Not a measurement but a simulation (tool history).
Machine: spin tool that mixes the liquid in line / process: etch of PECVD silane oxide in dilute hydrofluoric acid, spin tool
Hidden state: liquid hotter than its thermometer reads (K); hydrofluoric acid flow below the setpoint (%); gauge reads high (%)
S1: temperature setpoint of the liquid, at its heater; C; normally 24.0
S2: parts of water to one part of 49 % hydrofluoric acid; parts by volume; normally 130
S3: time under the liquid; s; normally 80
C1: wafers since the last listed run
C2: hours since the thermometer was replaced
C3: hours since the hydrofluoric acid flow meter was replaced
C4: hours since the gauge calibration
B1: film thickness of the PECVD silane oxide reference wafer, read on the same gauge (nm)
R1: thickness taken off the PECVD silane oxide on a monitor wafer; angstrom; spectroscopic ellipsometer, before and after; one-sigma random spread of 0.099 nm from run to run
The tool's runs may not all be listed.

run 1 hour=0.0 | S1=24.0 S2=130 S3=80 | C1=0 C2=2803.1 C3=2245.4 C4=232.4 | B1=140.01 | R1=143.9
run 2 hour=25.6 | S1=24.0 S2=130 S3=80 | C1=282 C2=2828.7 C3=2271.0 C4=258.0 | B1=140.02 | R1=142.2
run 3 hour=55.2 | S1=24.0 S2=130 S3=80 | C1=326 C2=2858.3 C3=2300.6 C4=287.6 | B1=140.01 | R1=143.5
run 4 hour=88.6 | S1=24.0 S2=130 S3=80 | C1=368 C2=2891.7 C3=2334.0 C4=321.0 | B1=139.98 | R1=143.9
run 5 hour=106.7 | S1=24.0 S2=130 S3=80 | C1=199 C2=2909.8 C3=2352.1 C4=339.1 | B1=139.99 | R1=143.5
run 6 hour=185.3 | S1=24.0 S2=130 S3=80 | C1=866 C2=2988.4 C3=2430.7 C4=417.7 | B1=139.99 | R1=143.0
run 7 hour=210.0 | S1=24.0 S2=130 S3=80 | C1=272 C2=3013.1 C3=2455.4 C4=442.4 | B1=140.01 | R1=142.3
run 8 hour=234.6 | S1=24.0 S2=145 S3=55 | C1=271 C2=3037.7 C3=2480.0 C4=467.0 | B1=140.00 | R1=86.0
-- hour=245.3 gauge calibrated
run 9 hour=249.3 | S1=22.0 S2=150 S3=80 | C1=162 C2=3052.4 C3=2494.7 C4=4.0 | B1=139.99 | R1=110.3
-- hour=257.4 thermometer replaced
run 10 hour=279.6 | S1=24.0 S2=130 S3=125 | C1=323 C2=22.2 C3=2525.0 C4=34.3 | B1=140.00 | R1=222.7
run 11 hour=301.5 | S1=24.0 S2=130 S3=100 | C1=241 C2=44.1 C3=2546.9 C4=56.2 | B1=140.00 | R1=176.2
-- hour=325.7 hydrofluoric acid flow meter replaced
run 12 hour=335.0 | S1=24.0 S2=130 S3=80 | C1=358 C2=77.6 C3=9.3 C4=89.7 | B1=139.99 | R1=164.4
run 13 hour=350.2 | S1=24.0 S2=130 S3=80 | C1=167 C2=92.8 C3=24.5 C4=104.9 | B1=140.00 | R1=164.1
run 14 hour=381.8 | S1=24.0 S2=70 S3=110 | C1=348 C2=124.4 C3=56.1 C4=136.5 | B1=140.00 | R1=454.1
run 15 hour=476.8 | S1=24.0 S2=65 S3=125 | C1=1047 C2=219.4 C3=151.1 C4=231.5 | B1=139.99 | R1=552.7
run 16 hour=496.8 | S1=24.0 S2=165 S3=65 | C1=220 C2=239.4 C3=171.1 C4=251.5 | B1=140.02 | R1=100.0
run 17 hour=514.0 | S1=24.0 S2=130 S3=80 | C1=189 C2=256.6 C3=188.3 C4=268.7 | B1=140.00 | R1=162.0
run 18 hour=548.4 | S1=28.0 S2=170 S3=40 | C1=379 C2=291.0 C3=222.7 C4=303.1 | B1=140.00 | R1=68.6

Here are 3 independent what-if runs from the current tool condition. What would each one return?
run A hour=548.8 | S1=24.0 S2=130 S3=55 | C1=4 C2=291.4 C3=223.1 C4=303.5 | B1=? | R1=?
run B hour=548.8 | S1=19.5 S2=130 S3=130 | C1=4 C2=291.4 C3=223.1 C4=303.5 | B1=? | R1=?
run C hour=548.8 | S1=26.5 S2=100 S3=115 | C1=4 C2=291.4 C3=223.1 C4=303.5 | B1=? | R1=?

run=A B1=140.01 R1=112.4
run=B B1=140.01 R1=222.4
run=C B1=140.01 R1=349.5
Stripped of hidden state, with their random variation kept, the same runs would have yielded:
run=A R1=116.1
run=B R1=229.6
run=C R1=360.9

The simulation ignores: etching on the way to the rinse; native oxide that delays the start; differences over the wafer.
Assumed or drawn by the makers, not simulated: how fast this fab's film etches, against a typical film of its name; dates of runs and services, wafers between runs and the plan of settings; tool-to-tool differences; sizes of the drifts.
